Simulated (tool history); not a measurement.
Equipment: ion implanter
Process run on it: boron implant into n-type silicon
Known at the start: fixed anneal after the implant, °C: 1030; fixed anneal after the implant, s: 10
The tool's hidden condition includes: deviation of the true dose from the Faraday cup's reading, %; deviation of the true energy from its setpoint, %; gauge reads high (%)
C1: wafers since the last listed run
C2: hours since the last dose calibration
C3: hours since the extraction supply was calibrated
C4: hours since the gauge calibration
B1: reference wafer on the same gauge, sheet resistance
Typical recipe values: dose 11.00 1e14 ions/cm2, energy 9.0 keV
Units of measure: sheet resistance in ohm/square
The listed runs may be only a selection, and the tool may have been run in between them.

{"run": 1, "hour": 0.0, "dose": 11.0, "energy": 7.0, "C1": 0, "C2": 1415.7, "C3": 5011.1, "C4": 520.6, "B1": 116.98, "sheet resistance": 141.05}
{"run": 2, "hour": 41.5, "dose": 11.0, "energy": 7.0, "C1": 783, "C2": 1457.2, "C3": 5052.6, "C4": 562.1, "B1": 116.98, "sheet resistance": 140.63}
{"run": 3, "hour": 140.3, "dose": 11.0, "energy": 7.0, "C1": 1865, "C2": 1556.0, "C3": 5151.4, "C4": 660.9, "B1": 117.03, "sheet resistance": 140.98}
{"run": 4, "hour": 199.3, "dose": 11.0, "energy": 9.0, "C1": 1114, "C2": 1615.0, "C3": 5210.4, "C4": 719.9, "B1": 116.98, "sheet resistance": 130.95}
{"run": 5, "hour": 238.0, "dose": 11.0, "energy": 9.0, "C1": 730, "C2": 1653.7, "C3": 5249.1, "C4": 758.6, "B1": 117.08, "sheet resistance": 131.55}
{"run": 6, "hour": 325.2, "dose": 11.67, "energy": 9.0, "C1": 1646, "C2": 1740.9, "C3": 5336.3, "C4": 845.8, "B1": 116.97, "sheet resistance": 127.59}
{"run": 7, "hour": 418.4, "dose": 13.11, "energy": 9.0, "C1": 1759, "C2": 1834.1, "C3": 5429.5, "C4": 939.0, "B1": 117.09, "sheet resistance": 119.47}
{"hour": 431.8, "done": "Faraday cup replaced and dose calibrated"}
{"run": 8, "hour": 468.1, "dose": 13.11, "energy": 9.0, "C1": 787, "C2": 36.3, "C3": 5479.2, "C4": 988.7, "B1": 116.97, "sheet resistance": 117.11}
{"run": 9, "hour": 516.4, "dose": 11.0, "energy": 9.0, "C1": 912, "C2": 84.6, "C3": 5527.5, "C4": 1037.0, "B1": 117.0, "sheet resistance": 129.43}
{"hour": 527.8, "done": "extraction supply calibrated"}
{"run": 10, "hour": 580.9, "dose": 11.0, "energy": 9.0, "C1": 1066, "C2": 149.1, "C3": 53.1, "C4": 1101.5, "B1": 116.97, "sheet resistance": 129.45}
{"run": 11, "hour": 639.6, "dose": 11.0, "energy": 9.0, "C1": 1108, "C2": 207.8, "C3": 111.8, "C4": 1160.2, "B1": 116.97, "sheet resistance": 129.44}
{"hour": 662.5, "done": "gauge calibrated"}
{"run": 12, "hour": 704.0, "dose": 8.13, "energy": 10.0, "C1": 1216, "C2": 272.2, "C3": 176.2, "C4": 41.5, "B1": 116.98, "sheet resistance": 157.37}
{"run": 13, "hour": 776.2, "dose": 11.0, "energy": 11.0, "C1": 1363, "C2": 344.4, "C3": 248.4, "C4": 113.7, "B1": 117.08, "sheet resistance": 123.8}
{"run": 14, "hour": 826.2, "dose": 13.09, "energy": 9.0, "C1": 944, "C2": 394.4, "C3": 298.4, "C4": 163.7, "B1": 117.04, "sheet resistance": 118.35}
{"run": 15, "hour": 888.8, "dose": 13.8, "energy": 9.0, "C1": 1182, "C2": 457.0, "C3": 361.0, "C4": 226.3, "B1": 117.04, "sheet resistance": 115.47}
{"run": 16, "hour": 935.8, "dose": 9.8, "energy": 11.5, "C1": 887, "C2": 504.0, "C3": 408.0, "C4": 273.3, "B1": 117.09, "sheet resistance": 134.34}

For each run, what was the tool's unlogged condition?
deviation of the true energy from its setpoint, %: 0 in every run
gauge reads high (%): 0 in every run
H1: deviation of the true dose from the Faraday cup's reading, %
run=1 H1=-3.62
run=2 H1=-3.65
run=3 H1=-3.7
run=4 H1=-3.72
run=5 H1=-3.74
run=6 H1=-3.77
run=7 H1=-3.8
run=8 H1=-0.488
run=9 H1=-0.777
run=10 H1=-1.13
run=11 H1=-1.42
run=12 H1=-1.7
run=13 H1=-1.98
run=14 H1=-2.16
run=15 H1=-2.36
run=16 H1=-2.5
